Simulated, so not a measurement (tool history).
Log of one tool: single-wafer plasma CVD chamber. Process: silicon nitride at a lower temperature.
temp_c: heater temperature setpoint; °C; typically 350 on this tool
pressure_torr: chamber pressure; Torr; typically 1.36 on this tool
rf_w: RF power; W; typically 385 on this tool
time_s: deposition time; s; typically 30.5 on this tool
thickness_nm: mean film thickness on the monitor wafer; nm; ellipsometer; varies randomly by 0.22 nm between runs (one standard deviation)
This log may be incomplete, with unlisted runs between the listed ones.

run,day,temp_c,pressure_torr,rf_w,time_s,"read-back reference wafer on the same gauge, thickness_nm",thickness_nm
1,0,357,1.52,385,30.5,41.188,41.433
2,0.525,350,1.48,385,30.5,41.153,40.714
3,1.875,350,1.48,385,30.5,41.2,40.614
4,2.558,356,1.21,320,30.5,41.202,31.762
5,3.321,361,1.36,310,30.5,41.233,31.346
6,4,341,1.36,330,26.5,41.147,29.653
# day 6.396: capacitance manometer re-zeroed and calibrated, repeated, since the last time left the tool worse
7,8.317,350,1.57,385,30.5,41.142,42.779
8,11.717,350,1.11,385,30.5,41.161,38.614
9,12.758,350,1.36,385,30.5,41.266,40.655
10,13.596,350,1.36,310,30.5,41.178,32.346
# day 15.204: RF generator calibrated
11,15.225,363,1.17,335,30.5,41.134,33.564
12,15.879,350,1.36,385,30.5,41.238,40.628
13,17.017,350,1.14,385,30.5,41.218,38.751
14,18.375,350,1.36,385,30.5,41.233,40.964
# day 19.171: showerhead replaced
15,19.192,359,1.12,385,30.5,41.2,38.181
16,19.55,350,1.66,440,30.5,41.269,48.716
17,20.438,341,1.5,385,34.6,41.289,48.276
18,21.046,361,1.36,455,30.5,41.253,46.574
19,21.796,345,1.69,385,30.5,41.103,43.457
20,22.808,350,1.36,385,33.7,41.205,45.257
21,24.242,350,1.69,445,30.5,41.113,49.727
22,25.721,350,1.69,385,30.5,41.175,43.071
23,26.538,357,1.36,385,30.5,41.31,40.692
24,27.438,350,1.36,385,30.5,41.207,40.836
25,28.638,359,1.12,385,30.5,41.196,38.205
26,29.779,350,1.68,385,30.5,41.248,43.439
27,31.146,359,1.36,385,27.7,41.25,36.984
28,31.662,350,1.36,445,30.5,41.23,46.125

Subtracting, for every run, the result it would have given without the tool's unlogged condition from the measured result gives the following. The same run-to-run variation enters both numbers; the gauge's scatter may not:
Hidden state at play: wafer temperature above the value expected at the setpoint (K); delivered RF power above the setpoint (%); true pressure above the setpoint (%); gauge reads high (%).
run,thickness_nm
1,-1.22
2,-1.215
3,-1.229
4,-1.022
5,-0.984
6,-0.936
7,+0.039
8,+0.001
9,-0.011
10,-0.016
11,-0.032
12,-0.046
13,-0.06
14,-0.075
15,-0.083
16,-0.099
17,-0.112
18,-0.119
19,-0.112
20,-0.139
21,-0.161
22,-0.155
23,-0.167
24,-0.178
25,-0.19
26,-0.203
27,-0.199
28,-0.255
